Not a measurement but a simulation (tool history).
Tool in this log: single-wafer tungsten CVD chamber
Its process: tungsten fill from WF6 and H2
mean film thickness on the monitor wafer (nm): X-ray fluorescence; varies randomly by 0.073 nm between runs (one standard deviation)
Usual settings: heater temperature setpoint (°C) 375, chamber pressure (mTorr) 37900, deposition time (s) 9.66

| run | day | heater temperature setpoint (°C) | chamber pressure (mTorr) | deposition time (s) | read-back reference wafer on the same gauge, thickness_nm | mean film thickness on the monitor wafer (nm) |
|---|---|---|---|---|---|---|
| 1 | 0.000 | 375 | 37900 | 9.66 | 19.318 | 18.029 |
| 2 | 2.625 | 375 | 37900 | 9.66 | 19.272 | 17.949 |
| 3 | 6.375 | 375 | 37900 | 9.66 | 19.304 | 18.112 |
| 4 | 9.917 | 375 | 37900 | 9.66 | 19.303 | 18.057 |
| 5 | 13.279 | 375 | 37900 | 9.66 | 19.309 | 17.916 |
| 6 | 16.167 | 375 | 37900 | 11.20 | 19.298 | 20.749 |
| 7 | 20.496 | 375 | 37900 | 9.21 | 19.326 | 17.013 |
|  | 24.362 | capacitance manometer re-zeroed and calibrated |
| 8 | 24.383 | 375 | 37900 | 9.21 | 19.285 | 16.774 |
| 9 | 28.454 | 375 | 37900 | 9.66 | 19.292 | 17.562 |
|  | 30.192 | gauge calibrated |
| 10 | 31.650 | 375 | 37900 | 9.66 | 19.299 | 17.477 |
| 11 | 34.012 | 364 | 42000 | 8.34 | 19.294 | 13.138 |

Run 12 comes next. What will it give?
| 12 | 38.258 | 375 | 37900 | 9.66 | ? | ? |

{"run 12": {"read-back reference wafer on the same gauge, thickness_nm": 19.305, "mean film thickness on the monitor wafer (nm)": 17.405}}
On a tool with no hidden condition, and with the same random variation, this run would have come out at mean film thickness on the monitor wafer (nm) 18.443.
